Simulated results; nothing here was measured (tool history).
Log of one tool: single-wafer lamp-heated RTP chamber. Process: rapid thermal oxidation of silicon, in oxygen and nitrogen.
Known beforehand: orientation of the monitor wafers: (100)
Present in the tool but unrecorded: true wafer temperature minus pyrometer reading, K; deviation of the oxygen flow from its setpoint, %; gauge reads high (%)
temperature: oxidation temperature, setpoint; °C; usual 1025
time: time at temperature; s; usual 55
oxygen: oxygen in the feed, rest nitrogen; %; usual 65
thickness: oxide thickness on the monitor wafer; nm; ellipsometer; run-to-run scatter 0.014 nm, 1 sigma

run	hour	temperature	time	oxygen	wafers since the last listed run	wafers since the last pyrometer calibration	hours since the oxygen flow controller was replaced	hours since the gauge calibration	read-back reference wafer on the same gauge, thickness	thickness
1	0.0	1025	49	65	0	2941	4483.5	268.4	4.991	5.856
2	6.6	1025	49	65	34	2975	4490.1	275.0	4.989	5.861
3	18.0	1025	49	65	58	3034	4501.5	286.4	4.993	5.867
4	33.2	1025	55	65	78	3112	4516.7	301.6	4.991	6.167
5	43.4	1025	55	65	52	3165	4526.9	311.8	4.989	6.167
6	56.5	1025	55	65	67	3232	4540.0	324.9	4.992	6.159
7	72.4	1025	55	65	81	3314	4555.9	340.8	4.987	6.186
8	81.8	1025	55	65	48	3362	4565.3	350.2	4.988	6.169
9	97.6	1025	55	65	81	3444	4581.1	366.0	4.992	6.143
10	109.3	1025	55	65	60	3504	4592.8	377.7	4.994	6.171
# hour 123.4: oxygen flow controller replaced
11	124.6	1025	55	65	37	3542	1.2	393.0	4.988	6.188
12	139.1	1025	55	65	74	3616	15.7	407.5	4.992	6.151
13	156.2	1025	55	51	88	3704	32.8	424.6	4.989	5.664
# hour 173.2: pyrometer window cleaned and pyrometer calibrated
14	173.7	1025	55	51	48	2	50.3	442.1	4.992	5.518
15	180.4	1025	28	65	34	37	57.0	448.8	4.989	4.520
# hour 185.7: gauge calibrated
16	194.7	1025	55	65	73	110	71.3	9.0	4.987	6.046
17	201.8	1025	55	74	36	147	78.4	16.1	4.990	6.310
18	226.6	1044	78	57	127	275	103.2	40.9	4.994	7.666
19	236.7	1025	30	65	52	327	113.3	51.0	4.992	4.672
20	254.7	1007	74	56	92	419	131.3	69.0	4.992	5.737
21	269.6	1025	55	65	76	496	146.2	83.9	4.987	6.064
22	276.8	1025	55	65	37	533	153.4	91.1	4.988	6.062
23	293.6	1025	82	46	86	620	170.2	107.9	4.991	6.408
24	307.8	1025	55	65	73	693	184.4	122.1	4.988	6.081
25	317.2	1025	55	65	48	741	193.8	131.5	4.988	6.076
26	327.5	1025	55	65	53	794	204.1	141.8	4.988	6.078
27	343.3	1052	41	65	81	876	219.9	157.6	4.991	6.453
28	351.9	1043	29	36	44	920	228.5	166.2	4.990	4.303
29	369.6	1004	81	55	91	1011	246.2	183.9	4.992	5.862

Below, each run's measurement less what the same run would have read without the hidden state. Both values contain the same run-to-run variation, but the gauge's scatter may not be the same in both:
run	thickness
1	+0.158
2	+0.159
3	+0.160
4	+0.170
5	+0.170
6	+0.172
7	+0.173
8	+0.173
9	+0.174
10	+0.175
11	+0.176
12	+0.176
13	+0.160
14	+0.012
15	+0.013
16	+0.026
17	+0.030
18	+0.051
19	+0.035
20	+0.052
21	+0.060
22	+0.063
23	+0.074
24	+0.075
25	+0.078
26	+0.081
27	+0.089
28	+0.057
29	+0.093
